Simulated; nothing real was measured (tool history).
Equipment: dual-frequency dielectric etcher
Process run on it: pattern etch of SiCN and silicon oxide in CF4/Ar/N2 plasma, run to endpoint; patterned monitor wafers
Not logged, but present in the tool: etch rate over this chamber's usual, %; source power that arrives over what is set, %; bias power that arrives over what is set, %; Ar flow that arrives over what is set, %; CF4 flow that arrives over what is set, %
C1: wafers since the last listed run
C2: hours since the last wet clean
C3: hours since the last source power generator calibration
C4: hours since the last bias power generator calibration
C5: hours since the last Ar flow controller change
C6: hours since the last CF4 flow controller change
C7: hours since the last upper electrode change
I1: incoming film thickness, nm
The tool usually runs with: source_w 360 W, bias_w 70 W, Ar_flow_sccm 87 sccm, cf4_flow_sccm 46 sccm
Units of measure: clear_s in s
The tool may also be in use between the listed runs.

Run 1, hour 0: usual settings but source_w 320 W, Ar_flow_sccm 98 sccm; C1 0; C2 39.4; C3 2727.2; C4 3134.8; C5 5652.1; C6 291.4; C7 3620.6; I1 12.83. Result: clear_s 21.5 s.
Run 2, hour 61.3: usual settings but cf4_flow_sccm 57 sccm; C1 990; C2 100.7; C3 2788.5; C4 3196.1; C5 5713.4; C6 352.7; C7 3681.9; I1 12.91. Result: clear_s 18.6 s.
At hour 94.4: Ar flow controller replaced.
Run 3, hour 107.8: usual settings but Ar_flow_sccm 106 sccm; C1 654; C2 147.2; C3 2835; C4 3242.6; C5 13.4; C6 399.2; C7 3728.4; I1 12.91. Result: clear_s 19.9 s.
Run 4, hour 132.6: usual settings; C1 400; C2 172; C3 2859.8; C4 3267.4; C5 38.2; C6 424; C7 3753.2; I1 12.91. Result: clear_s 19.3 s.
Run 5, hour 203.2: usual settings but bias_w 84 W, Ar_flow_sccm 100 sccm; C1 1140; C2 242.6; C3 2930.4; C4 3338; C5 108.8; C6 494.6; C7 3823.8; I1 12.74. Result: clear_s 17.7 s.
Run 6, hour 242.4: usual settings; C1 633; C2 281.8; C3 2969.6; C4 3377.2; C5 148; C6 533.8; C7 3863; I1 12.8. Result: clear_s 19.2 s.
Run 7, hour 274: usual settings but bias_w 86 W; C1 510; C2 313.4; C3 3001.2; C4 3408.8; C5 179.6; C6 565.4; C7 3894.6; I1 12.89. Result: clear_s 17.4 s.
Run 8, hour 298.6: usual settings but source_w 390 W, bias_w 61 W, cf4_flow_sccm 52 sccm; C1 397; C2 338; C3 3025.8; C4 3433.4; C5 204.2; C6 590; C7 3919.2; I1 12.84. Result: clear_s 19 s.
At hour 346.8: source power generator calibrated.
Run 9, hour 347.3: usual settings; C1 721; C2 386.7; C3 0.5; C4 3482.1; C5 252.9; C6 638.7; C7 3967.9; I1 12.97. Result: clear_s 19.3 s.
Run 10, hour 382.1: usual settings but source_w 320 W; C1 562; C2 421.5; C3 35.3; C4 3516.9; C5 287.7; C6 673.5; C7 4002.7; I1 12.86. Result: clear_s 21.3 s.
At hour 395.9: bias power generator calibrated.
Run 11, hour 436.4: usual settings but Ar_flow_sccm 67 sccm; C1 812; C2 475.8; C3 89.6; C4 40.5; C5 342; C6 727.8; C7 4057; I1 12.94. Result: clear_s 18.3 s.
Run 12, hour 477.4: usual settings but Ar_flow_sccm 99 sccm; C1 662; C2 516.8; C3 130.6; C4 81.5; C5 383; C6 768.8; C7 4098; I1 12.91. Result: clear_s 19.1 s.
At hour 505.3: wet clean of the chamber.
At hour 550.9: upper electrode replaced.
Run 13, hour 551.4: usual settings but bias_w 53 W, cf4_flow_sccm 39 sccm; C1 419; C2 46.1; C3 204.6; C4 155.5; C5 457; C6 842.8; C7 0.5; I1 12.99. Result: clear_s 22.8 s.
Run 14, hour 567.4: usual settings but source_w 280 W, bias_w 78 W; C1 258; C2 62.1; C3 220.6; C4 171.5; C5 473; C6 858.8; C7 16.5; I1 12.82. Result: clear_s 21.8 s.
Run 15, hour 627.5: usual settings but Ar_flow_sccm 69 sccm, cf4_flow_sccm 40 sccm; C1 970; C2 122.2; C3 280.7; C4 231.6; C5 533.1; C6 918.9; C7 76.6; I1 12.7. Result: clear_s 18.3 s.
Run 16, hour 678.1: usual settings but source_w 290 W; C1 817; C2 172.8; C3 331.3; C4 282.2; C5 583.7; C6 969.5; C7 127.2; I1 12.76. Result: clear_s 22.1 s.
Run 17, hour 702.5: usual settings but bias_w 86 W, cf4_flow_sccm 37 sccm; C1 394; C2 197.2; C3 355.7; C4 306.6; C5 608.1; C6 993.9; C7 151.6; I1 12.95. Result: clear_s 17.7 s.
Run 18, hour 754.7: usual settings; C1 843; C2 249.4; C3 407.9; C4 358.8; C5 660.3; C6 1046.1; C7 203.8; I1 13.03. Result: clear_s 19.1 s.
Run 19, hour 808.2: usual settings but source_w 280 W, bias_w 80 W, Ar_flow_sccm 73 sccm, cf4_flow_sccm 43 sccm; C1 864; C2 302.9; C3 461.4; C4 412.3; C5 713.8; C6 1099.6; C7 257.3; I1 12.81. Result: clear_s 21.3 s.
Run 20, hour 875.5: usual settings; C1 1086; C2 370.2; C3 528.7; C4 479.6; C5 781.1; C6 1166.9; C7 324.6; I1 12.83. Result: clear_s 18.5 s.
Run 21, hour 930: usual settings but Ar_flow_sccm 102 sccm; C1 880; C2 424.7; C3 583.2; C4 534.1; C5 835.6; C6 1221.4; C7 379.1; I1 12.83. Result: clear_s 19.1 s.
At hour 968.1: wet clean of the chamber.
Run 22, hour 974.2: usual settings but source_w 430 W, Ar_flow_sccm 96 sccm, cf4_flow_sccm 40 sccm; C1 326; C2 6.1; C3 627.4; C4 578.3; C5 879.8; C6 1265.6; C7 423.3; I1 13.02. Result: clear_s 17 s.
Run 23, hour 1072.9: usual settings but source_w 270 W; C1 1594; C2 104.8; C3 726.1; C4 677; C5 978.5; C6 1364.3; C7 522; I1 12.91. Result: clear_s 23.7 s.

Below are 5 alternative next runs, each starting from the tool's condition after run 23. Predict each:
Run A, hour 1073.3: usual settings; C1 6; C2 105.2; C3 726.5; C4 677.4; C5 978.9; C6 1364.7; C7 522.4; I1 12.95. Result: clear_s ?.
Run B, hour 1073.3: usual settings but source_w 420 W, Ar_flow_sccm 69 sccm; C1 6; C2 105.2; C3 726.5; C4 677.4; C5 978.9; C6 1364.7; C7 522.4; I1 12.95. Result: clear_s ?.
Run C, hour 1073.3: usual settings but bias_w 77 W; C1 6; C2 105.2; C3 726.5; C4 677.4; C5 978.9; C6 1364.7; C7 522.4; I1 12.95. Result: clear_s ?.
Run D, hour 1073.3: usual settings but source_w 280 W, bias_w 53 W, Ar_flow_sccm 65 sccm; C1 6; C2 105.2; C3 726.5; C4 677.4; C5 978.9; C6 1364.7; C7 522.4; I1 12.95. Result: clear_s ?.
Run E, hour 1073.3: usual settings but bias_w 79 W, Ar_flow_sccm 95 sccm, cf4_flow_sccm 35 sccm; C1 6; C2 105.2; C3 726.5; C4 677.4; C5 978.9; C6 1364.7; C7 522.4; I1 12.95. Result: clear_s ?.

run  clear_s
  A     18.9
  B     16.2
  C       18
  D     25.9
  E     18.8
Had the tool no hidden state, the same runs would have come out as:
run  clear_s
  A     18.9
  B     16.3
  C       18
  D       26
  E     18.9

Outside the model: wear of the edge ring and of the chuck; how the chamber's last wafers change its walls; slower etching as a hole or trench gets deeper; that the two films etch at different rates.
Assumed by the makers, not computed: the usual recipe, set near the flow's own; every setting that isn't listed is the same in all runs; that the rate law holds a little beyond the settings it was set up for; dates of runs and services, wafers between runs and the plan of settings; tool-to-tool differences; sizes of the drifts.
